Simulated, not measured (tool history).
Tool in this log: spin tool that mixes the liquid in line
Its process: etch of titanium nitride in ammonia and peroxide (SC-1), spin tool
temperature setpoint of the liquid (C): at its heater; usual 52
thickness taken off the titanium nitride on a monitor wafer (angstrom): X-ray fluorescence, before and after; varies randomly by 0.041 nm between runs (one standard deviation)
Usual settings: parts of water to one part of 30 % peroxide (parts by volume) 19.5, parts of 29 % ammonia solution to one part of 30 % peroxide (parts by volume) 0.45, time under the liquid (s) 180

run   hour  temperature setpoint of the liquid (C)  parts of water to one part of 30 % peroxide (parts by volume)  parts of 29 % ammonia solution to one part of 30 % peroxide (parts by volume)  time under the liquid (s)  wafers since the last listed run  hours since the thermometer was replaced  hours since the ammonia flow meter was replaced  hours since the heated supply line was repaired  hours since the drum of ammonia solution was connected  hours since the gauge calibration  read-back film thickness of the titanium nitride reference wafer, read on the same gauge (nm)  thickness taken off the titanium nitride on a monitor wafer (angstrom)
  1      0                                      52                                                           19.5                                                                           0.45                        180                                 0                                      1012                                             72.2                                           2125.1                                                   429.6                                7.2                                                                                          40.02                                                                   119.8
  2   10.2                                      52                                                           19.5                                                                           0.45                        180                                93                                    1022.2                                             82.4                                           2135.3                                                   439.8                               17.4                                                                                          40.02                                                                   119.4
      18.7  -- heated supply line repaired
  3   26.7                                      52                                                           19.5                                                                           0.45                        180                               142                                    1038.7                                             98.9                                                8                                                   456.3                               33.9                                                                                          39.98                                                                   119.1
  4   33.1                                      47                                                             12                                                                           0.35                        140                                58                                    1045.1                                            105.3                                             14.4                                                   462.7                               40.3                                                                                          40.02                                                                    81.5
      38.8  -- new drum of ammonia solution connected
  5   40.9                                    56.5                                                           19.5                                                                           0.45                        215                                62                                    1052.9                                            113.1                                             22.2                                                     2.1                               48.1                                                                                          39.99                                                                   193.6
  6   54.4                                      52                                                           19.5                                                                           0.45                        180                               123                                    1066.4                                            126.6                                             35.7                                                    15.6                               61.6                                                                                          40.01                                                                   118.6
  7     65                                      61                                                           19.5                                                                           0.45                        210                                97                                      1077                                            137.2                                             46.3                                                    26.2                               72.2                                                                                          39.98                                                                     254
  8     73                                    43.5                                                           24.5                                                                           0.55                        100                                73                                      1085                                            145.2                                             54.3                                                    34.2                               80.2                                                                                          39.99                                                                      33
  9   88.1                                      52                                                           10.5                                                                            0.3                        180                               138                                    1100.1                                            160.3                                             69.4                                                    49.3                               95.3                                                                                          40.03                                                                   155.2
      89.3  -- thermometer replaced
 10   94.2                                      52                                                             10                                                                           0.25                        180                                46                                       4.9                                            166.4                                             75.5                                                    55.4                              101.4                                                                                          39.99                                                                   160.2
 11    108                                    58.5                                                           10.5                                                                            0.5                        135                               126                                      18.7                                            180.2                                             89.3                                                    69.2                              115.2                                                                                             40                                                                   206.6
 12  119.7                                      52                                                           19.5                                                                            0.3                        180                               107                                      30.4                                            191.9                                              101                                                    80.9                              126.9                                                                                          39.99                                                                   115.2
 13  137.5                                      52                                                           19.5                                                                           0.45                        180                               163                                      48.2                                            209.7                                            118.8                                                    98.7                              144.7                                                                                             40                                                                   124.1
 14    155                                      58                                                           26.5                                                                           0.65                        180                               160                                      65.7                                            227.2                                            136.3                                                   116.2                              162.2                                                                                             40                                                                   167.5
 15  170.9                                      45                                                           19.5                                                                           0.45                        180                               145                                      81.6                                            243.1                                            152.2                                                   132.1                              178.1                                                                                          40.03                                                                    75.7
 16  178.3                                      52                                                             15                                                                           0.65                        180                                67                                        89                                            250.5                                            159.6                                                   139.5                              185.5                                                                                          40.01                                                                     153

Run 17 comes next. What will it give?
 17  192.2                                      52                                                           19.5                                                                           0.45                        180                               127                                     102.9                                            264.4                                            173.5                                                   153.4                              199.4                                                                                              ?                                                                       ?

Run 17 produced read-back film thickness of the titanium nitride reference wafer, read on the same gauge (nm) 40.02, thickness taken off the titanium nitride on a monitor wafer (angstrom) 123.3.
Had the tool carried no hidden state, the very same run would have given thickness taken off the titanium nitride on a monitor wafer (angstrom) 124.5.
